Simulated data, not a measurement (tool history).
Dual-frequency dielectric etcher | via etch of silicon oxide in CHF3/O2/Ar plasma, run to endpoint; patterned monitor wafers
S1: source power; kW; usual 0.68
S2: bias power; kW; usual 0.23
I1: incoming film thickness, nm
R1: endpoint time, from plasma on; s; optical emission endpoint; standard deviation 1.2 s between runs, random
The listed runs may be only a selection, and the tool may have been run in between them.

run     day    S1     S2     I1     R1
  1       0  0.82   0.23  406.9  156.7
  2   0.646  0.76  0.257  406.5  156.3
  3   1.192  0.76  0.257  412.9  157.2
  4   1.688  0.76  0.257  408.8  157.9
  5   2.371  0.68   0.23  411.2  168.8
  6   2.825  0.68   0.23  413.1  169.8
  7   3.229  0.68   0.23  415.5  169.7
  8   3.608  0.56  0.262  408.5  170.9
  9   4.062  0.56  0.262  410.6  175.5
 10     4.4  0.68   0.23  414.4  171.6
 11   4.867  0.68   0.23  411.5  170.8
 12   5.908  0.68  0.199  413.8  177.1
 13   6.008  0.68  0.199  407.2  176.5
 14   6.288  0.68   0.23    413    171
 15   6.688  0.68   0.23  413.6  171.5
 16   7.108  0.61   0.18  410.8  190.9
 17   7.517  0.76   0.23  411.7  164.5
 18   9.146  0.68  0.284  411.1  154.9
 19   9.162  0.68   0.23  411.8  162.3
 20   9.367  0.56  0.272  412.2  162.4
 21   9.596  0.83  0.273  409.4  142.7
 22  10.283  0.81   0.23  413.6  153.9
 23  10.792  0.68   0.23  411.3  165.1
 24  11.542  0.68  0.263  411.5  158.7
 25  12.038  0.76  0.173  412.1  171.3
 26  12.525  0.76  0.245  410.8    156
 27  12.858  0.74  0.265  410.3  152.7
 28  13.571  0.68   0.23  412.5  163.7
 29  14.246  0.61  0.261  411.4  164.4
 30  14.862  0.63   0.23    412  167.3
 31  15.112  0.52  0.253  411.1  173.5

Not shown here: 4 entries made in the log between runs. Locate each between two listed runs and compare the hidden state at the listed run before it with the hidden state at the listed run after it:
From run 11 to run 12: upper electrode replaced (day 5.888)
  etch rate over this chamber's usual, %: -4.03 -> -4.27
  what was measured, less what the result would be without the hidden state, R1: +6.8 -> +7.6 s
From run 17 to run 18: source power generator calibrated (day 8.592); wet clean of the chamber (day 9.125)
  etch rate over this chamber's usual, %: -4.65 -> 0.264
  what was measured, less what the result would be without the hidden state, R1: +7.7 -> -0.4 s
From run 19 to run 20: bias power generator calibrated (day 9.346)
  etch rate over this chamber's usual, %: 0.261 -> 0.212
  what was measured, less what the result would be without the hidden state, R1: -0.4 -> -0.4 s
